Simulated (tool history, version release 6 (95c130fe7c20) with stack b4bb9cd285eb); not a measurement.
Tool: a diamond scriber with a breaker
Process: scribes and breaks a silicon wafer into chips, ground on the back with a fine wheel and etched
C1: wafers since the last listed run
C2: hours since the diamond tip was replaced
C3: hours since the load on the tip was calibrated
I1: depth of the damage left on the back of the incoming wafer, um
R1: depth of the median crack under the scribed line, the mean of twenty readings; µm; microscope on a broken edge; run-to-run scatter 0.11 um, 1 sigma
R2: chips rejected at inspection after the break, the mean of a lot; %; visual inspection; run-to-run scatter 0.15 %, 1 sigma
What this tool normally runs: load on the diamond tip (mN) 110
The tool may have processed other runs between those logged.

Run 1, hour 0.0: usual settings; C1 0; C2 251.1; C3 1047.3; I1 0.70. Result: R1 7.51 µm, R2 3.17 %.
Run 2, hour 15.1: usual settings; C1 56; C2 266.2; C3 1062.4; I1 0.76. Result: R1 7.64 µm, R2 3.30 %.
Run 3, hour 22.3: usual settings but load on the diamond tip (mN) 120; C1 26; C2 273.4; C3 1069.6; I1 0.74. Result: R1 8.18 µm, R2 1.62 %.
Run 4, hour 31.7: usual settings but load on the diamond tip (mN) 120; C1 35; C2 282.8; C3 1079.0; I1 0.34. Result: R1 8.11 µm, R2 1.85 %.
Run 5, hour 47.0: usual settings but load on the diamond tip (mN) 120; C1 57; C2 298.1; C3 1094.3; I1 0.48. Result: R1 8.18 µm, R2 1.95 %.
Run 6, hour 64.3: usual settings; C1 64; C2 315.4; C3 1111.6; I1 0.31. Result: R1 7.56 µm, R2 3.60 %.
Run 7, hour 72.9: usual settings; C1 32; C2 324.0; C3 1120.2; I1 0.53. Result: R1 7.67 µm, R2 3.56 %.
Run 8, hour 89.8: usual settings; C1 63; C2 340.9; C3 1137.1; I1 0.67. Result: R1 7.66 µm, R2 3.91 %.
Run 9, hour 104.6: usual settings; C1 55; C2 355.7; C3 1151.9; I1 0.43. Result: R1 7.51 µm, R2 3.07 %.
Run 10, hour 111.4: usual settings; C1 25; C2 362.5; C3 1158.7; I1 0.57. Result: R1 7.59 µm, R2 3.98 %.
Run 11, hour 121.9: usual settings; C1 39; C2 373.0; C3 1169.2; I1 0.50. Result: R1 7.63 µm, R2 3.39 %.
Run 12, hour 138.3: usual settings; C1 61; C2 389.4; C3 1185.6; I1 0.60. Result: R1 7.56 µm, R2 3.50 %.
Run 13, hour 146.3: usual settings; C1 29; C2 397.4; C3 1193.6; I1 0.59. Result: R1 7.48 µm, R2 3.87 %.
At hour 148.6: diamond tip replaced by a new one.
Run 14, hour 153.7: usual settings; C1 20; C2 5.1; C3 1201.0; I1 0.56. Result: R1 7.93 µm, R2 1.94 %.
Run 15, hour 170.3: usual settings but load on the diamond tip (mN) 123; C1 62; C2 21.7; C3 1217.6; I1 0.34. Result: R1 8.88 µm, R2 4.34 %.
Run 16, hour 181.1: usual settings but load on the diamond tip (mN) 123; C1 40; C2 32.5; C3 1228.4; I1 0.48. Result: R1 8.76 µm, R2 3.49 %.
Run 17, hour 194.4: usual settings but load on the diamond tip (mN) 125; C1 49; C2 45.8; C3 1241.7; I1 0.67. Result: R1 8.86 µm, R2 4.66 %.
At hour 233.1: load on the tip recalibrated.
Run 18, hour 233.6: usual settings; C1 138; C2 85.0; C3 0.5; I1 0.77. Result: R1 7.81 µm, R2 2.64 %.
Run 19, hour 243.4: usual settings; C1 36; C2 94.8; C3 10.3; I1 0.79. Result: R1 7.91 µm, R2 2.76 %.
Run 20, hour 253.6: usual settings; C1 38; C2 105.0; C3 20.5; I1 0.64. Result: R1 7.85 µm, R2 2.55 %.
Run 21, hour 270.4: usual settings but load on the diamond tip (mN) 103; C1 62; C2 121.8; C3 37.3; I1 0.34. Result: R1 7.40 µm, R2 6.40 %.
Run 22, hour 286.0: usual settings; C1 58; C2 137.4; C3 52.9; I1 0.37. Result: R1 7.77 µm, R2 2.61 %.
Run 23, hour 301.6: usual settings but load on the diamond tip (mN) 89; C1 58; C2 153.0; C3 68.5; I1 0.44. Result: R1 6.40 µm, R2 22.10 %.
Run 24, hour 315.7: usual settings but load on the diamond tip (mN) 81; C1 52; C2 167.1; C3 82.6; I1 0.80. Result: R1 5.90 µm, R2 35.83 %.
Run 25, hour 323.6: usual settings but load on the diamond tip (mN) 135; C1 29; C2 175.0; C3 90.5; I1 0.54. Result: R1 8.86 µm, R2 6.19 %.
Run 26, hour 337.4: usual settings but load on the diamond tip (mN) 86; C1 51; C2 188.8; C3 104.3; I1 0.80. Result: R1 6.08 µm, R2 30.40 %.
Run 27, hour 348.7: usual settings but load on the diamond tip (mN) 142; C1 42; C2 200.1; C3 115.6; I1 0.36. Result: R1 9.28 µm, R2 10.76 %.
Run 28, hour 366.7: usual settings but load on the diamond tip (mN) 133; C1 67; C2 218.1; C3 133.6; I1 0.51. Result: R1 8.94 µm, R2 4.49 %.
Run 29, hour 374.6: usual settings but load on the diamond tip (mN) 128; C1 29; C2 226.0; C3 141.5; I1 0.41. Result: R1 8.66 µm, R2 3.32 %.
Run 30, hour 391.7: usual settings; C1 63; C2 243.1; C3 158.6; I1 0.59. Result: R1 7.71 µm, R2 2.97 %.
Run 31, hour 404.0: usual settings but load on the diamond tip (mN) 120; C1 45; C2 255.4; C3 170.9; I1 0.77. Result: R1 8.26 µm, R2 1.91 %.
Run 32, hour 419.7: usual settings but load on the diamond tip (mN) 124; C1 58; C2 271.1; C3 186.6; I1 0.44. Result: R1 8.46 µm, R2 2.31 %.
Run 33, hour 436.5: usual settings but load on the diamond tip (mN) 132; C1 62; C2 287.9; C3 203.4; I1 0.72. Result: R1 8.59 µm, R2 4.37 %.
Run 34, hour 451.5: usual settings but load on the diamond tip (mN) 126; C1 56; C2 302.9; C3 218.4; I1 0.70. Result: R1 8.57 µm, R2 2.63 %.
Run 35, hour 462.7: usual settings; C1 41; C2 314.1; C3 229.6; I1 0.45. Result: R1 7.76 µm, R2 4.29 %.
Run 36, hour 476.1: usual settings but load on the diamond tip (mN) 78; C1 50; C2 327.5; C3 243.0; I1 0.58. Result: R1 5.65 µm, R2 46.74 %.
Run 37, hour 482.4: usual settings; C1 23; C2 333.8; C3 249.3; I1 0.65. Result: R1 7.76 µm, R2 3.49 %.
Run 38, hour 489.8: usual settings but load on the diamond tip (mN) 88; C1 27; C2 341.2; C3 256.7; I1 0.61. Result: R1 6.22 µm, R2 26.15 %.
Run 39, hour 498.7: usual settings but load on the diamond tip (mN) 90; C1 33; C2 350.1; C3 265.6; I1 0.47. Result: R1 6.60 µm, R2 19.83 %.
Run 40, hour 510.3: usual settings but load on the diamond tip (mN) 137; C1 43; C2 361.7; C3 277.2; I1 0.56. Result: R1 8.97 µm, R2 7.29 %.
Run 41, hour 517.7: usual settings; C1 27; C2 369.1; C3 284.6; I1 0.70. Result: R1 7.75 µm, R2 3.62 %.
At hour 528.9: diamond tip replaced by a new one.
Run 42, hour 532.2: usual settings; C1 46; C2 3.3; C3 299.1; I1 0.60. Result: R1 8.02 µm, R2 1.70 %.
Run 43, hour 546.7: usual settings but load on the diamond tip (mN) 96; C1 54; C2 17.8; C3 313.6; I1 0.35. Result: R1 7.09 µm, R2 7.96 %.

Measured result minus the same run's result without the hidden state. Both carry the same run-to-run variation, though not necessarily the same gauge scatter:
The hidden state here: share of the diamond tip's cutting effectiveness lost through wear, %; deviation of the load on the tip from its setpoint, %.
run     R1      R2
  1  -0.47   +1.36
  2  -0.47   +1.44
  3  -0.52   -1.65
  4  -0.52   -1.95
  5  -0.53   -2.05
  6  -0.49   +1.66
  7  -0.50   +1.65
  8  -0.50   +1.82
  9  -0.50   +1.45
 10  -0.50   +1.88
 11  -0.51   +1.61
 12  -0.51   +1.67
 13  -0.51   +1.85
 14  -0.07   +0.04
 15  -0.15   -1.20
 16  -0.19   -1.26
 17  -0.24   -2.06
 18  -0.31   +0.64
 19  -0.33   +0.74
 20  -0.36   +0.74
 21  -0.36   +3.13
 22  -0.40   +0.92
 23  -0.35   +7.64
 24  -0.34   +9.33
 25  -0.52   -5.43
 26  -0.36   +9.98
 27  -0.56   -7.89
 28  -0.56   -4.84
 29  -0.55   -4.34
 30  -0.50   +1.36
 31  -0.54   -1.96
 32  -0.56   -3.36
 33  -0.58   -5.52
 34  -0.59   -3.96
 35  -0.54   +2.11
 36  -0.40  +12.61
 37  -0.55   +1.72
 38  -0.43  +10.35
 39  -0.47   +8.45
 40  -0.64   -8.18
 41  -0.56   +1.81
 42  -0.03   +0.00
 43  -0.07   +0.90

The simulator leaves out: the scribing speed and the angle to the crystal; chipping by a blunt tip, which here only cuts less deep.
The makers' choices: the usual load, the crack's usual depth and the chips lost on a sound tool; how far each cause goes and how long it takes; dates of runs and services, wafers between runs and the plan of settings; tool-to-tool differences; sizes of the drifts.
